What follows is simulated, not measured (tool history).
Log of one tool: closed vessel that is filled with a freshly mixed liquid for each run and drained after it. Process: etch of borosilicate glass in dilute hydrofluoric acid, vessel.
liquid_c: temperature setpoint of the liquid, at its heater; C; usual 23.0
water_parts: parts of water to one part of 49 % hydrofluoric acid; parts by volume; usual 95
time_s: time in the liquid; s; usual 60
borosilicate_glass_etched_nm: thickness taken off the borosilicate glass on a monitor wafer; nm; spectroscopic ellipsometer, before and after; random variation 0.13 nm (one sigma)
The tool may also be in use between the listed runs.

run   hour  liquid_c  water_parts  time_s  wafers since the last listed run  hours since the thermometer was replaced  hours since the hydrofluoric acid flow meter was replaced  hours since the gauge calibration  read-back film thickness of the borosilicate glass reference wafer, read on the same gauge (nm)  borosilicate_glass_etched_nm
  1    0.0      23.0           95      60                                 0                                    1982.8                                                      835.7                               55.8                                                                                           130.01                         26.01
  2   28.6      23.0           75      50                              2805                                    2011.4                                                      864.3                               84.4                                                                                           130.01                         27.97
  3   42.4      23.0           75      50                              1353                                    2025.2                                                      878.1                               98.2                                                                                           129.98                         27.89
  4   64.3      23.0           75      50                              2148                                    2047.1                                                      900.0                              120.1                                                                                           130.01                         27.81
  5   94.4      23.0           70      60                              2952                                    2077.2                                                      930.1                              150.2                                                                                           130.00                         35.62
  6  123.8      23.0           70      60                              2883                                    2106.6                                                      959.5                              179.6                                                                                           130.02                         35.91
  7  153.0      24.5           95      60                              2864                                    2135.8                                                      988.7                              208.8                                                                                           129.99                         27.21
     174.6  -- thermometer replaced
  8  179.8      23.0           95      70                              2530                                       5.2                                                     1015.5                              235.6                                                                                           130.01                         33.05
  9  194.7      23.0           95      70                              1461                                      20.1                                                     1030.4                              250.5                                                                                           130.00                         33.22
     201.5  -- hydrofluoric acid flow meter replaced
 10  211.6      23.0           95      60                              1559                                      37.0                                                       10.1                              267.4                                                                                           130.00                         30.06
 11  235.2      20.5          135      85                              2314                                      60.6                                                       33.7                              291.0                                                                                           130.02                         26.04
     252.2  -- gauge calibrated
 12  260.2      21.0           70      30                              2452                                      85.6                                                       58.7                                8.0                                                                                           130.00                         19.13
 13  278.9      23.0           95      60                              1834                                     104.3                                                       77.4                               26.7                                                                                           130.00                         29.89
 14  305.0      26.0           70      60                              2559                                     130.4                                                      103.5                               52.8                                                                                           130.04                         47.04
 15  330.9      26.5           95      75                              2540                                     156.3                                                      129.4                               78.7                                                                                           130.05                         42.71
 16  361.6      23.0           95      80                              3011                                     187.0                                                      160.1                              109.4                                                                                           129.96                         39.18
 17  374.1      19.0           65      50                              1226                                     199.5                                                      172.6                              121.9                                                                                           129.99                         31.76
 18  400.1      18.5           45      30                              2550                                     225.5                                                      198.6                              147.9                                                                                           130.02                         27.53

Forecast each of these 4 alternatives for the next run:
  A  400.8      19.0           95      60                                68                                     226.2                                                      199.3                              148.6                                                                                                ?                             ?
  B  400.8      23.0           80      75                                68                                     226.2                                                      199.3                              148.6                                                                                                ?                             ?
  C  400.8      26.0          130      60                                68                                     226.2                                                      199.3                              148.6                                                                                                ?                             ?
  D  400.8      23.0           50      60                                68                                     226.2                                                      199.3                              148.6                                                                                                ?                             ?

run  read-back film thickness of the borosilicate glass reference wafer, read on the same gauge (nm)  borosilicate_glass_etched_nm
  A                                                                                           130.01                         24.90
  B                                                                                           130.01                         44.36
  C                                                                                           130.01                         23.10
  D                                                                                           130.01                         58.99
Without the tool's hidden state the same runs would have given:
run  borosilicate_glass_etched_nm
  A                         25.72
  B                         45.79
  C                         23.85
  D                         60.88
